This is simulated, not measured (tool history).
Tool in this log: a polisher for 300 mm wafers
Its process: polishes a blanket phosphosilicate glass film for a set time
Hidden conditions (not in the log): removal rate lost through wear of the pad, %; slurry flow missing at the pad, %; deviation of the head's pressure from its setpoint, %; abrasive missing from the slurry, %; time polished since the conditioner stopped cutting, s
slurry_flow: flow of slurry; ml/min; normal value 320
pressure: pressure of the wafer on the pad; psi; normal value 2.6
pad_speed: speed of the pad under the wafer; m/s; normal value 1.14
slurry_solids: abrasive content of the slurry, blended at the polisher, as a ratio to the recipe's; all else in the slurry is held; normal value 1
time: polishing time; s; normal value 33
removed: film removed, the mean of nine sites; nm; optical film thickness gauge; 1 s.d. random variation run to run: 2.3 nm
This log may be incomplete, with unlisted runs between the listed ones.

run,hour,slurry_flow,pressure,pad_speed,slurry_solids,time,wafers since the last listed run,wafers polished on this pad,hours since the slurry nozzle was cleaned,hours since the head pressure was calibrated,hours since the slurry blender was calibrated,hours since the conditioning disc was replaced,"incoming thickness of the incoming film, nm",removed
1,0,320,2.6,1.14,1,33,0,7,280.8,819,28.4,122.6,2788.3,240.2
2,22.4,320,2.6,1.14,1,33,353,360,303.2,841.4,50.8,145,2885.3,241.6
3,86.6,320,2.6,1.14,1,33,1011,1372,367.4,905.6,115,209.2,2832,233.7
4,111.4,320,2.6,1.14,1,33,390,1763,392.2,930.4,139.8,234,2875.3,232.3
5,128.3,320,2.6,1.14,1,33,266,2030,409.1,947.3,156.7,250.9,2902.3,230.6
6,155.2,320,2.6,1.14,1,33,424,2454,436,974.2,183.6,277.8,2808.9,222.3
7,169.2,350,2.6,1.14,1.25,33,220,2674,450,988.2,197.6,291.8,2853.5,237.2
# hour 172.5: slurry nozzle cleaned
# hour 179.1: worn pad replaced by a new one
# hour 189.7: head pressure recalibrated
# hour 190.1: slurry blender recalibrated
8,191.4,320,2.2,1,0.85,33,233,156,18.9,1.7,1.3,314,2835.5,176
# hour 200: conditioning disc replaced and pad reconditioned
9,215.9,320,1.8,0.84,1,41,354,511,43.4,26.2,25.8,15.9,2832,160.1
10,236.3,320,2.6,0.74,1,33,321,832,63.8,46.6,46.2,36.3,2854.3,169.6
11,256.5,320,1.8,0.98,1,33,318,1151,84,66.8,66.4,56.5,2879.7,144
12,274.5,405,3.2,1.38,1,33,283,1434,102,84.8,84.4,74.5,2838.9,346.7
13,298.7,320,2.6,1.28,1,27,381,1816,126.2,109,108.6,98.7,2855.8,212.1
14,329.4,415,2.6,1.14,1,33,483,2300,156.9,139.7,139.3,129.4,2854.8,237.7
15,363.7,320,2.6,1.14,1,33,540,2841,191.2,174,173.6,163.7,2819.6,219.4
# hour 391.4: slurry blender recalibrated
16,396.2,320,2.6,1.14,1,28,480,3321,223.7,206.5,4.8,196.2,2821.7,205.5
# hour 404.4: worn pad replaced by a new one
17,428.1,320,2.3,1.14,1,33,439,372,255.6,238.4,36.7,228.1,2866.6,213.1
18,450.2,320,2.6,1.14,1,33,348,721,277.7,260.5,58.8,250.2,2861,239.1
19,480.9,320,1.8,0.98,1,33,483,1205,308.4,291.2,89.5,280.9,2851.8,146.3
20,502.4,250,2.6,0.94,1,33,338,1544,329.9,312.7,111,302.4,2844.4,196.7
# hour 515.2: conditioning disc replaced and pad reconditioned
21,521.5,320,2.6,1.14,0.8,33,269,1813,349,331.8,130.1,6.3,2907.6,216.6
22,552.8,260,2.6,1.52,1,33,493,2307,380.3,363.1,161.4,37.6,2870,278.5
23,588.8,320,2.6,1.14,0.8,33,567,2874,416.3,399.1,197.4,73.6,2866.3,202.6
# hour 612.2: slurry blender recalibrated
24,614,320,3.5,1.14,0.9,33,365,3240,441.5,424.3,1.8,98.8,2796.3,317.4
# hour 616.3: slurry nozzle cleaned
# hour 633: worn pad replaced by a new one
25,645.6,320,2.6,1.14,1,33,419,198,29.3,455.9,33.4,130.4,2831.7,239.7

Measured less the same run without the tool's hidden state. The same run-to-run variation is in both; the gauge's scatter may not be:
run,removed
1,-1.6
2,-2.5
3,-8.6
4,-12.4
5,-15.7
6,-21.4
7,-25
8,-2.3
9,-2.2
10,-3
11,-3.3
12,-10.3
13,-8.9
14,-14.9
15,-20.9
16,-0.1
17,-0.7
18,-2
19,-2.8
20,-5.8
21,-9.7
22,-18.6
23,-23.5
24,-1.8
25,-1.9
